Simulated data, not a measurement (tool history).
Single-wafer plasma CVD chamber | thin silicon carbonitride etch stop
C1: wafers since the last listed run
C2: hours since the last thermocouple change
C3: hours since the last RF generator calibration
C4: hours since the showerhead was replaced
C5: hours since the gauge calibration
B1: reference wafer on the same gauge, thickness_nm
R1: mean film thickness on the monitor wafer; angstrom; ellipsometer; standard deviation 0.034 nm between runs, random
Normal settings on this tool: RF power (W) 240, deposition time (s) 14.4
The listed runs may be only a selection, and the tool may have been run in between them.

{"run": 1, "hour": 0.0, "RF power (W)": 240, "deposition time (s)": 14.4, "C1": 0, "C2": 379.2, "C3": 997.5, "C4": 2177.2, "C5": 135.2, "B1": 8.265, "R1": 97.31}
{"hour": 45.7, "done": "RF generator calibrated"}
{"run": 2, "hour": 46.2, "RF power (W)": 240, "deposition time (s)": 14.4, "C1": 1051, "C2": 425.4, "C3": 0.5, "C4": 2223.4, "C5": 181.4, "B1": 8.26, "R1": 97.2}
{"run": 3, "hour": 89.5, "RF power (W)": 250, "deposition time (s)": 14.4, "C1": 1191, "C2": 468.7, "C3": 43.8, "C4": 2266.7, "C5": 224.7, "B1": 8.259, "R1": 98.22}
{"run": 4, "hour": 165.7, "RF power (W)": 250, "deposition time (s)": 14.4, "C1": 2097, "C2": 544.9, "C3": 120, "C4": 2342.9, "C5": 300.9, "B1": 8.258, "R1": 98.11}
{"run": 5, "hour": 218.3, "RF power (W)": 240, "deposition time (s)": 13.5, "C1": 1447, "C2": 597.5, "C3": 172.6, "C4": 2395.5, "C5": 353.5, "B1": 8.253, "R1": 90.3}
{"run": 6, "hour": 284.6, "RF power (W)": 240, "deposition time (s)": 13.5, "C1": 1824, "C2": 663.8, "C3": 238.9, "C4": 2461.8, "C5": 419.8, "B1": 8.257, "R1": 91.25}
{"run": 7, "hour": 324.3, "RF power (W)": 240, "deposition time (s)": 13.5, "C1": 1092, "C2": 703.5, "C3": 278.6, "C4": 2501.5, "C5": 459.5, "B1": 8.249, "R1": 90.53}
{"run": 8, "hour": 382.1, "RF power (W)": 240, "deposition time (s)": 14.4, "C1": 1590, "C2": 761.3, "C3": 336.4, "C4": 2559.3, "C5": 517.3, "B1": 8.243, "R1": 96.99}
{"run": 9, "hour": 460.8, "RF power (W)": 240, "deposition time (s)": 14.4, "C1": 2165, "C2": 840, "C3": 415.1, "C4": 2638, "C5": 596, "B1": 8.234, "R1": 97.06}
{"run": 10, "hour": 502.7, "RF power (W)": 240, "deposition time (s)": 14.4, "C1": 1153, "C2": 881.9, "C3": 457, "C4": 2679.9, "C5": 637.9, "B1": 8.231, "R1": 96.74}
{"run": 11, "hour": 589.8, "RF power (W)": 225, "deposition time (s)": 14.4, "C1": 2397, "C2": 969, "C3": 544.1, "C4": 2767, "C5": 725, "B1": 8.222, "R1": 94.33}
{"hour": 677.4, "done": "thermocouple changed; heater temperature recalibrated"}
{"hour": 698.3, "done": "showerhead replaced"}
{"run": 12, "hour": 892.6, "RF power (W)": 240, "deposition time (s)": 14.4, "C1": 7893, "C2": 215.2, "C3": 846.9, "C4": 194.3, "C5": 1027.8, "B1": 8.174, "R1": 95.5}
{"run": 13, "hour": 990.4, "RF power (W)": 200, "deposition time (s)": 13.2, "C1": 2691, "C2": 313, "C3": 944.7, "C4": 292.1, "C5": 1125.6, "B1": 8.157, "R1": 83.55}

Run 14, settings as shown, results not yet in. Your forecast:
{"run": 14, "hour": 1055.5, "RF power (W)": 280, "deposition time (s)": 14.4, "C1": 1791, "C2": 378.1, "C3": 1009.8, "C4": 357.2, "C5": 1190.7, "B1": "?", "R1": "?"}

B1: 8.137
R1: 99.41 angstrom
If the tool had no hidden condition, the same run with the same run-to-run variation would have returned R1 101.17 angstrom.
